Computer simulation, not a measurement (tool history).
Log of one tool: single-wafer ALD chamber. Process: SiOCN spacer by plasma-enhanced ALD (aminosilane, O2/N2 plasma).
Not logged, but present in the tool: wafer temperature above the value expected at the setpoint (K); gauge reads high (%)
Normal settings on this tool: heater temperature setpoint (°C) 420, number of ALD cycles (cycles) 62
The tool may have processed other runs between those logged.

run    hour  heater temperature setpoint (°C)  number of ALD cycles (cycles)  wafers since the last listed run  hours since the last thermocouple change  hours since the gauge calibration  read-back reference wafer on the same gauge, thickness_nm  mean film thickness on the monitor wafer (Å)
  1       0                               430                             62                                 0                                     516.6                              691.4                                                      3.804                                         33.22
  2    62.9                               430                             62                               205                                     579.5                              754.3                                                      3.802                                         33.19
  3   128.7                               430                             62                               214                                     645.3                              820.1                                                      3.802                                         33.35
  4   224.7                               420                             70                               313                                     741.3                              916.1                                                      3.799                                         38.75
  5   312.9                               420                             70                               287                                     829.5                             1004.3                                                      3.803                                         39.17
  6   418.3                               420                             62                               343                                     934.9                             1109.7                                                      3.797                                         34.68
  7   505.4                               420                             62                               284                                      1022                             1196.8                                                      3.798                                         34.59
  8     564                               412                             54                               191                                    1080.6                             1255.4                                                      3.801                                         30.97
  9   651.4                               412                             54                               285                                      1168                             1342.8                                                      3.802                                         30.92
 10   753.9                               412                             54                               334                                    1270.5                             1445.3                                                      3.798                                         30.86
 11   802.3                               420                             66                               157                                    1318.9                             1493.7                                                      3.799                                         36.85
      809.3  -- gauge calibrated
 12   875.8                               420                             66                               239                                    1392.4                               66.5                                                      3.801                                         36.95
 13     930                               420                             66                               176                                    1446.6                              120.7                                                      3.797                                         36.79
 14    1036                               420                             56                               345                                    1552.6                              226.7                                                      3.807                                         31.17
 15  1106.8                               420                             56                               230                                    1623.4                              297.5                                                      3.799                                         31.36
 16  1149.4                               420                             62                               138                                      1666                              340.1                                                      3.803                                         34.65
 17  1218.6                               420                             62                               225                                    1735.2                              409.3                                                      3.797                                         34.61
 18  1309.9                               420                             62                               297                                    1826.5                              500.6                                                      3.801                                         34.64
 19    1349                               420                             68                               127                                    1865.6                              539.7                                                      3.798                                         37.95
 20  1446.3                               420                             62                               317                                    1962.9                                637                                                        3.8                                         34.82
 21    1553                               420                             62                               347                                    2069.6                              743.7                                                      3.799                                         34.57
 22  1612.2                               420                             56                               193                                    2128.8                              802.9                                                      3.799                                         31.33
 23  1673.2                               426                             66                               198                                    2189.8                              863.9                                                      3.795                                         36.15
 24  1723.6                               420                             70                               164                                    2240.2                              914.3                                                      3.799                                         39.24
 25  1771.7                               424                             57                               156                                    2288.3                              962.4                                                        3.8                                         31.61
 26  1827.1                               429                             68                               180                                    2343.7                             1017.8                                                        3.8                                         36.83
 27    1890                               420                             62                               205                                    2406.6                             1080.7                                                      3.797                                         34.69
     1926.4  -- thermocouple changed; heater temperature recalibrated
 28  1928.6                               412                             70                                99                                       2.2                             1119.3                                                      3.798                                         39.43
 29  1998.2                               413                             57                               226                                      71.8                             1188.9                                                      3.799                                         31.94
 30  2051.8                               415                             55                               174                                     125.4                             1242.5                                                      3.796                                          30.6
 31  2100.2                               415                             62                               157                                     173.8                             1290.9                                                      3.801                                         34.71
 32  2195.6                               415                             68                               311                                     269.2                             1386.3                                                      3.796                                         38.22
 33  2257.8                               413                             57                               202                                     331.4                             1448.5                                                      3.801                                         32.36
 34  2320.4                               411                             53                               204                                       394                             1511.1                                                      3.803                                         30.13
 35  2384.4                               420                             62                               208                                       458                             1575.1                                                      3.798                                         34.57
       2386  -- gauge calibrated
 36    2441                               427                             62                               184                                     514.6                                 55                                                      3.798                                         33.35
 37  2539.6                               407                             55                               321                                     613.2                              153.6                                                      3.796                                         31.75
 38  2588.2                               420                             62                               158                                     661.8                              202.2                                                      3.802                                          34.4

A few steps of mean film thickness on the monitor wafer (Å) between consecutive runs. Split each: what settings, incoming material and random variation would produce without the hidden state, and what is left over for the hidden state, along with gauge scatter present in only one of the two compared results (measured, and without hidden state):
Run 10 -> 11: heater temperature setpoint (°C) 412 -> 420, number of ALD cycles (cycles) 54 -> 66. mean film thickness on the monitor wafer (Å) +5.99: hidden state +0.12, all else +5.87.
Run 24 -> 25: heater temperature setpoint (°C) 420 -> 424, number of ALD cycles (cycles) 70 -> 57. mean film thickness on the monitor wafer (Å) -7.63: hidden state -0.14, all else -7.49.
Run 25 -> 26: heater temperature setpoint (°C) 424 -> 429, number of ALD cycles (cycles) 57 -> 68. mean film thickness on the monitor wafer (Å) +5.22: hidden state +0.13, all else +5.09.
Run 27 -> 28: heater temperature setpoint (°C) 420 -> 412, number of ALD cycles (cycles) 62 -> 70, thermocouple changed; heater temperature recalibrated. mean film thickness on the monitor wafer (Å) +4.74: hidden state -0.73, all else +5.47.
Run 28 -> 29: heater temperature setpoint (°C) 412 -> 413, number of ALD cycles (cycles) 70 -> 57. mean film thickness on the monitor wafer (Å) -7.49: hidden state +0.06, all else -7.55.
